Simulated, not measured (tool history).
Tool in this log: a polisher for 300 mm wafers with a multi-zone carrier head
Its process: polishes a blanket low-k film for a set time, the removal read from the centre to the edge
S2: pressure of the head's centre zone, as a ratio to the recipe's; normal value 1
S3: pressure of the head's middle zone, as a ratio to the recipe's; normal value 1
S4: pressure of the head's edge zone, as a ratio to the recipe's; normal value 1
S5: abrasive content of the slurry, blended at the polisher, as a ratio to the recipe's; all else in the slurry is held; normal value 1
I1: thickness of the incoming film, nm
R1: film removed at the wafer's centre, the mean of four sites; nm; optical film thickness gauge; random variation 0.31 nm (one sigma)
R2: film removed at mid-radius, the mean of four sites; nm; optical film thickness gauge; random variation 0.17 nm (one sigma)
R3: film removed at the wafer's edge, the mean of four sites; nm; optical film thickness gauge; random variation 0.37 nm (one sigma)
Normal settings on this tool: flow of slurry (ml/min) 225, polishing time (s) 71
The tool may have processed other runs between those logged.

{"run": 1, "hour": 0.0, "flow of slurry (ml/min)": 225, "S2": 1, "S3": 1.03, "S4": 1, "S5": 1, "polishing time (s)": 71, "I1": 594.9, "R1": 23.5, "R2": 24.8, "R3": 24.2}
{"run": 2, "hour": 24.0, "flow of slurry (ml/min)": 225, "S2": 1, "S3": 1.03, "S4": 1, "S5": 1, "polishing time (s)": 71, "I1": 586.5, "R1": 22, "R2": 24, "R3": 23.7}
{"run": 3, "hour": 40.8, "flow of slurry (ml/min)": 225, "S2": 1, "S3": 1, "S4": 1, "S5": 1, "polishing time (s)": 71, "I1": 595.8, "R1": 22.2, "R2": 23, "R3": 23.5}
{"run": 4, "hour": 47.1, "flow of slurry (ml/min)": 225, "S2": 1, "S3": 1, "S4": 1, "S5": 1, "polishing time (s)": 71, "I1": 587.7, "R1": 21.7, "R2": 22.8, "R3": 23}
{"run": 5, "hour": 58.9, "flow of slurry (ml/min)": 225, "S2": 1, "S3": 1, "S4": 1, "S5": 1, "polishing time (s)": 71, "I1": 599.8, "R1": 21.5, "R2": 22.7, "R3": 22.2}
{"run": 6, "hour": 70.6, "flow of slurry (ml/min)": 225, "S2": 1, "S3": 1, "S4": 1, "S5": 1, "polishing time (s)": 71, "I1": 589, "R1": 21.5, "R2": 22.4, "R3": 22.5}
{"run": 7, "hour": 80.5, "flow of slurry (ml/min)": 225, "S2": 1, "S3": 1, "S4": 1, "S5": 1, "polishing time (s)": 71, "I1": 589.9, "R1": 21.3, "R2": 22.7, "R3": 22.8}
{"run": 8, "hour": 98.1, "flow of slurry (ml/min)": 145, "S2": 1, "S3": 1.07, "S4": 1, "S5": 1, "polishing time (s)": 71, "I1": 602.3, "R1": 18, "R2": 20, "R3": 20.3}
{"hour": 103.9, "done": "edge zone pressure recalibrated"}
{"run": 9, "hour": 106.6, "flow of slurry (ml/min)": 290, "S2": 1, "S3": 1, "S4": 1, "S5": 0.8, "polishing time (s)": 71, "I1": 587.2, "R1": 20.4, "R2": 21.4, "R3": 21.4}
{"run": 10, "hour": 115.9, "flow of slurry (ml/min)": 255, "S2": 1.06, "S3": 1, "S4": 0.96, "S5": 1, "polishing time (s)": 78, "I1": 577.7, "R1": 24.9, "R2": 24.9, "R3": 24.7}
{"hour": 118.9, "done": "centre zone pressure recalibrated"}
{"run": 11, "hour": 128.9, "flow of slurry (ml/min)": 150, "S2": 1, "S3": 1.03, "S4": 1, "S5": 1.25, "polishing time (s)": 56, "I1": 588.7, "R1": 15.4, "R2": 16.8, "R3": 17.5}
{"hour": 132.4, "done": "slurry nozzle cleaned"}
{"hour": 133.4, "done": "worn pad replaced by a new one"}
{"run": 12, "hour": 140.7, "flow of slurry (ml/min)": 225, "S2": 1, "S3": 1, "S4": 1, "S5": 1, "polishing time (s)": 80, "I1": 584.7, "R1": 29.1, "R2": 30, "R3": 29.1}
{"run": 13, "hour": 158.2, "flow of slurry (ml/min)": 225, "S2": 1, "S3": 1, "S4": 0.89, "S5": 1, "polishing time (s)": 52, "I1": 599.2, "R1": 18.4, "R2": 19, "R3": 17.3}
{"hour": 174.0, "done": "carrier head's membrane replaced by a new one"}
{"run": 14, "hour": 174.5, "flow of slurry (ml/min)": 225, "S2": 1.11, "S3": 1, "S4": 1, "S5": 1.1, "polishing time (s)": 71, "I1": 588, "R1": 28.8, "R2": 26.6, "R3": 25.9}
{"run": 15, "hour": 177.2, "flow of slurry (ml/min)": 225, "S2": 1, "S3": 1, "S4": 1, "S5": 1, "polishing time (s)": 71, "I1": 588.7, "R1": 25.2, "R2": 25.3, "R3": 24.3}
{"run": 16, "hour": 190.2, "flow of slurry (ml/min)": 225, "S2": 1, "S3": 0.9, "S4": 1, "S5": 1, "polishing time (s)": 53, "I1": 587.8, "R1": 17.9, "R2": 17.3, "R3": 18.2}
{"run": 17, "hour": 241.4, "flow of slurry (ml/min)": 225, "S2": 1, "S3": 1, "S4": 1, "S5": 1.25, "polishing time (s)": 47, "I1": 582.9, "R1": 17.5, "R2": 17.7, "R3": 17.5}
{"run": 18, "hour": 255.7, "flow of slurry (ml/min)": 225, "S2": 0.93, "S3": 0.95, "S4": 0.95, "S5": 1.3, "polishing time (s)": 71, "I1": 585.3, "R1": 25, "R2": 25.9, "R3": 26.1}
{"run": 19, "hour": 266.8, "flow of slurry (ml/min)": 225, "S2": 1, "S3": 1, "S4": 1, "S5": 1, "polishing time (s)": 71, "I1": 579.1, "R1": 24, "R2": 24.5, "R3": 24}
{"run": 20, "hour": 282.1, "flow of slurry (ml/min)": 285, "S2": 1, "S3": 1, "S4": 1, "S5": 0.85, "polishing time (s)": 48, "I1": 594.4, "R1": 15.6, "R2": 16, "R3": 15.3}
{"run": 21, "hour": 297.8, "flow of slurry (ml/min)": 225, "S2": 1, "S3": 1, "S4": 1, "S5": 1, "polishing time (s)": 71, "I1": 579.5, "R1": 23.7, "R2": 24.7, "R3": 23.7}

Here are 5 independent what-if runs from the current tool condition. What would each one return?
{"run": "A", "hour": 298.2, "flow of slurry (ml/min)": 225, "S2": 1, "S3": 1, "S4": 1, "S5": 1.1, "polishing time (s)": 71, "I1": 586.5, "R1": "?", "R2": "?", "R3": "?"}
{"run": "B", "hour": 298.2, "flow of slurry (ml/min)": 185, "S2": 1, "S3": 1, "S4": 1, "S5": 0.85, "polishing time (s)": 88, "I1": 586.5, "R1": "?", "R2": "?", "R3": "?"}
{"run": "C", "hour": 298.2, "flow of slurry (ml/min)": 225, "S2": 1, "S3": 1.06, "S4": 1.05, "S5": 1, "polishing time (s)": 65, "I1": 586.5, "R1": "?", "R2": "?", "R3": "?"}
{"run": "D", "hour": 298.2, "flow of slurry (ml/min)": 225, "S2": 1, "S3": 1, "S4": 0.95, "S5": 1.15, "polishing time (s)": 52, "I1": 586.5, "R1": "?", "R2": "?", "R3": "?"}
{"run": "E", "hour": 298.2, "flow of slurry (ml/min)": 250, "S2": 1, "S3": 1.11, "S4": 1, "S5": 1.1, "polishing time (s)": 89, "I1": 586.5, "R1": "?", "R2": "?", "R3": "?"}

run=A R1=24.5 R2=25.2 R3=25.1
run=B R1=26.3 R2=27.1 R3=27.3
run=C R1=21.6 R2=23.3 R3=22.7
run=D R1=18.3 R2=18.8 R3=18.3
run=E R1=31.3 R2=35.1 R3=31.8
With the hidden condition removed and each run's random variation left untouched, the same runs would have given:
run=A R1=27.3 R2=28 R3=27.8
run=B R1=29.4 R2=30.2 R3=30.2
run=C R1=24.1 R2=25.9 R3=25.1
run=D R1=20.4 R2=20.9 R3=20.2
run=E R1=34.8 R2=38.9 R3=35.2
